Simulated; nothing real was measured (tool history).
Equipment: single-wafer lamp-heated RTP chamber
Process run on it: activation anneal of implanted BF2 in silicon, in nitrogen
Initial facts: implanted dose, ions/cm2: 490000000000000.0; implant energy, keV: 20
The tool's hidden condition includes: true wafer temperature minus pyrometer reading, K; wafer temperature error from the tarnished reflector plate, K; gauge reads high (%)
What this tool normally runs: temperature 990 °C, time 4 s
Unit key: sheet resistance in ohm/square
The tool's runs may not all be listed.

run   hour  temperature  time  wafers since the last listed run  wafers since the last pyrometer calibration  wafers since the reflector plate was cleaned  hours since the gauge calibration  read-back reference wafer on the same gauge, sheet resistance  sheet resistance
  1      0          973     5                                 0                                         2619                                           738                               14.1                                                         230.81            286.71
  2   97.2          973     5                              2142                                         4762                                          2880                              111.3                                                          230.9            278.61
     134.1  -- reflector plate cleaned
  3  134.6          990     4                               647                                         5410                                            11                              148.7                                                         231.17            271.22
  4  151.8          990     4                               379                                         5789                                           390                              165.9                                                         230.82            269.79
  5  167.4          990     3                               343                                         6132                                           733                              181.5                                                         231.06            273.33
  6  185.7          990     3                               403                                         6536                                          1137                              199.8                                                         231.28            271.06
  7  209.3          971     4                               520                                         7056                                          1657                              223.4                                                         230.92            288.38
  8  232.6          971     4                               513                                         7570                                          2170                              246.7                                                         231.08             286.5
     258.4  -- pyrometer window cleaned and pyrometer calibrated
  9  258.9          982     3                               403                                           11                                          2574                                273                                                         231.08            273.06
 10  287.9          990     4                               639                                          650                                          3213                                302                                                          231.1            267.14
 11  310.1          981     4                               489                                         1139                                          3702                              324.2                                                         230.84            273.05
       327  -- reflector plate cleaned
 12    330         1010     6                               262                                         1401                                            67                              344.1                                                         230.83            258.46
 13  351.4          990     4                               471                                         1873                                           538                              365.5                                                         230.96            271.71
 14  383.6          990     4                               709                                         2583                                          1248                              397.7                                                         230.82            267.46
 15  416.3         1014     4                               720                                         3303                                          1969                              430.4                                                         230.87            254.24
 16  447.7         1014     4                               692                                         3996                                          2661                              461.8                                                         231.08            255.91
 17  460.1          990     4                               273                                         4269                                          2934                              474.2                                                         230.83            267.75
 18  493.8          990     4                               742                                         5012                                          3677                              507.9                                                         230.91            270.89
     532.7  -- reflector plate cleaned
 19  533.2         1014     5                               692                                         5704                                            11                              547.3                                                         230.97             255.3
 20  552.3         1004     6                               420                                         6125                                           432                              566.4                                                         230.93               259
 21  580.4         1019     3                               619                                         6744                                          1051                              594.5                                                         230.86             254.6
 22  594.7         1002     4                               315                                         7059                                          1366                              608.8                                                         231.25             261.8
 23  625.2         1011     6                               672                                         7731                                          2039                              639.3                                                         230.95            254.83
 24  643.8          965     6                               409                                         8141                                          2449                              657.9                                                         230.95            291.11
     649.1  -- gauge calibrated
 25  665.6          990     4                               480                                         8622                                          2929                               16.5                                                         230.91            265.65
 26  691.7         1018     4                               575                                         9197                                          3504                               42.6                                                         230.76             252.2
     700.8  -- pyrometer window cleaned and pyrometer calibrated
     703.6  -- reflector plate cleaned
 27  717.8          968     3                               336                                          313                                           313                               68.7                                                         231.35            296.71
 28  733.8         1014     4                               352                                          666                                           666                               84.7                                                         230.98            256.35
 29  753.7          961     3                               438                                         1104                                          1104                              104.6                                                         231.05            299.97
 30  776.9          990     4                               511                                         1616                                          1616                              127.8                                                         231.11            270.47
 31  802.1          990     4                               555                                         2171                                          2171                                153                                                         231.01            267.55
 32  823.1          975     3                               462                                         2634                                          2634                                174                                                         231.01            282.98
 33    846          998     5                               504                                         3139                                          3139                              196.9                                                         230.96             256.8
 34  861.6          990     4                               343                                         3482                                          3482                              212.5                                                         230.95            268.15
 35  873.8          978     3                               268                                         3751                                          3751                              224.7                                                         230.95            280.13
     883.6  -- reflector plate cleaned
 36  907.1          982     5                               557                                         4309                                           517                                258                                                          231.1            278.13

Predict each of these 3 candidate next runs independently; none follows another, all start after run 36:
  A  907.5          990     4                                 8                                         4318                                           525                              258.4                                                              ?                 ?
  B  907.5         1000     4                                 8                                         4318                                           525                              258.4                                                              ?                 ?
  C  907.5         1003     4                                 8                                         4318                                           525                              258.4                                                              ?                 ?

run  read-back reference wafer on the same gauge, sheet resistance  sheet resistance
  A                                                         230.99            269.08
  B                                                         230.99            262.09
  C                                                         230.99            260.32
With no hidden state in the tool, these same runs would have given:
run  sheet resistance
  A            270.33
  B            263.07
  C            261.22
